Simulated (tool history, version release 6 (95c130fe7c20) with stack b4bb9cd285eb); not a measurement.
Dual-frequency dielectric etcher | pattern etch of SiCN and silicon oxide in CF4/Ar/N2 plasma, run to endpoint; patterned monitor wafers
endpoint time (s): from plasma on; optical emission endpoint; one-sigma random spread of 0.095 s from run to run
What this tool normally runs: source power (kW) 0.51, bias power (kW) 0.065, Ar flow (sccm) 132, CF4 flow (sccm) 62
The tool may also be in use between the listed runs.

run     day  source power (kW)  bias power (kW)  Ar flow (sccm)  CF4 flow (sccm)  wafers since the last listed run  hours since the last wet clean  hours since the last source power generator calibration  hours since the last bias power generator calibration  hours since the last Ar flow controller change  hours since the last CF4 flow controller change  hours since the last upper electrode change  incoming incoming film thickness, nm  endpoint time (s)
  1       0               0.41            0.065             132               58                                 0                           277.9                                                   1110.9                                                 4765.5                                           120.9                                           2535.4                                         60.7                                 14.94               20.3
      4.012  -- wet clean of the chamber
  2   4.033               0.51            0.065             132               62                               795                             0.5                                                   1207.7                                                 4862.3                                           217.7                                           2632.2                                        157.5                                 14.95               16.5
  3   4.542               0.51            0.065             119               62                               133                            12.7                                                   1219.9                                                 4874.5                                           229.9                                           2644.4                                        169.7                                 14.75               15.8
  4   6.942               0.51            0.065             132               62                               629                            70.3                                                   1277.5                                                 4932.1                                           287.5                                             2702                                        227.3                                 14.91               16.5
  5   7.867               0.44            0.075             158               74                               242                            92.5                                                   1299.7                                                 4954.3                                           309.7                                           2724.2                                        249.5                                 14.93               17.4
  6   8.833               0.51            0.065             132               62                               253                           115.7                                                   1322.9                                                 4977.5                                           332.9                                           2747.4                                        272.7                                 14.85               16.5
      9.454  -- CF4 flow controller replaced
      9.692  -- bias power generator calibrated
  7  10.038               0.51            0.065             162               62                               206                           144.6                                                   1351.8                                                    8.3                                           361.8                                               14                                        301.6                                  14.9               17.1
  8  10.833               0.61            0.059             115               55                               208                           163.7                                                   1370.9                                                   27.4                                           380.9                                             33.1                                        320.7                                 14.84                 15
  9  12.146               0.57            0.058             157               47                               344                           195.2                                                   1402.4                                                   58.9                                           412.4                                             64.6                                        352.2                                  14.8               17.8
     12.604  -- source power generator calibrated
 10  13.625               0.51            0.052             108               66                               344                           230.7                                                     24.5                                                   94.4                                           447.9                                            100.1                                        387.7                                 14.98               18.1
 11  14.838               0.51            0.065             113               62                               317                           259.8                                                     53.6                                                  123.5                                             477                                            129.2                                        416.8                                 14.79               16.7
 12  15.775               0.42             0.06             142               72                               245                           282.3                                                     76.1                                                    146                                           499.5                                            151.7                                        439.3                                 15.04               20.4
 13  16.308               0.51            0.065             132               62                               139                           295.1                                                     88.9                                                  158.8                                           512.3                                            164.5                                        452.1                                 14.95               17.4
     17.588  -- wet clean of the chamber
 14  17.608               0.54            0.065             117               62                                78                             0.5                                                    120.1                                                    190                                           543.5                                            195.7                                        483.3                                 14.77               15.4
 15  18.362               0.51            0.072             132               62                               197                            18.6                                                    138.2                                                  208.1                                           561.6                                            213.8                                        501.4                                 14.88               15.8
 16  19.788               0.51            0.065             132               62                               373                            52.8                                                    172.4                                                  242.3                                           595.8                                              248                                        535.6                                 14.82               16.5
 17  21.271               0.51            0.077             132               71                               388                            88.4                                                      208                                                  277.9                                           631.4                                            283.6                                        571.2                                    15               15.3
 18  22.267               0.45            0.065             132               62                               261                           112.3                                                    231.9                                                  301.8                                           655.3                                            307.5                                        595.1                                 14.85               18.4
 19  23.275               0.45            0.065             105               50                               264                           136.5                                                    256.1                                                    326                                           679.5                                            331.7                                        619.3                                 14.83               18.4
 20  24.383               0.41            0.065             153               76                               290                           163.1                                                    282.7                                                  352.6                                           706.1                                            358.3                                        645.9                                 14.92               19.9
 21  25.483               0.44            0.075             158               74                               288                           189.5                                                    309.1                                                    379                                           732.5                                            384.7                                        672.3                                 14.92               17.7
 22  26.429               0.46            0.052             132               62                               247                           212.2                                                    331.8                                                  401.7                                           755.2                                            407.4                                          695                                 14.88               19.9
 23  27.642               0.44            0.073             156               62                               317                           241.3                                                    360.9                                                  430.8                                           784.3                                            436.5                                        724.1                                 14.77               18.3
 24  28.908               0.51            0.052             108               66                               332                           271.7                                                    391.3                                                  461.2                                           814.7                                            466.9                                        754.5                                 15.03               17.8

Some steps in endpoint time (s) between neighbouring runs. How much of each would the tool show without its hidden state too (settings, what came in, random variation), and how much is left for the hidden state, with any gauge scatter that isn't in both results?
The tool's hidden condition here consists of: etch rate over this chamber's usual, %; source power that arrives over what is set, %; bias power that arrives over what is set, %; Ar flow that arrives over what is set, %; CF4 flow that arrives over what is set, %.
Run 1 -> 2: source power (kW) 0.41 -> 0.51, CF4 flow (sccm) 58 -> 62, wet clean of the chamber. endpoint time (s) -3.8: hidden state -0.4, all else -3.4.
Run 9 -> 10: source power (kW) 0.57 -> 0.51, bias power (kW) 0.058 -> 0.052, Ar flow (sccm) 157 -> 108, CF4 flow (sccm) 47 -> 66, source power generator calibrated. endpoint time (s) +0.3: hidden state +0.5, all else -0.2.
Run 11 -> 12: source power (kW) 0.51 -> 0.42, bias power (kW) 0.065 -> 0.06, Ar flow (sccm) 113 -> 142, CF4 flow (sccm) 62 -> 72. endpoint time (s) +3.7: hidden state +0.1, all else +3.6.
Run 13 -> 14: source power (kW) 0.51 -> 0.54, Ar flow (sccm) 132 -> 117, wet clean of the chamber. endpoint time (s) -2: hidden state -0.6, all else -1.4.
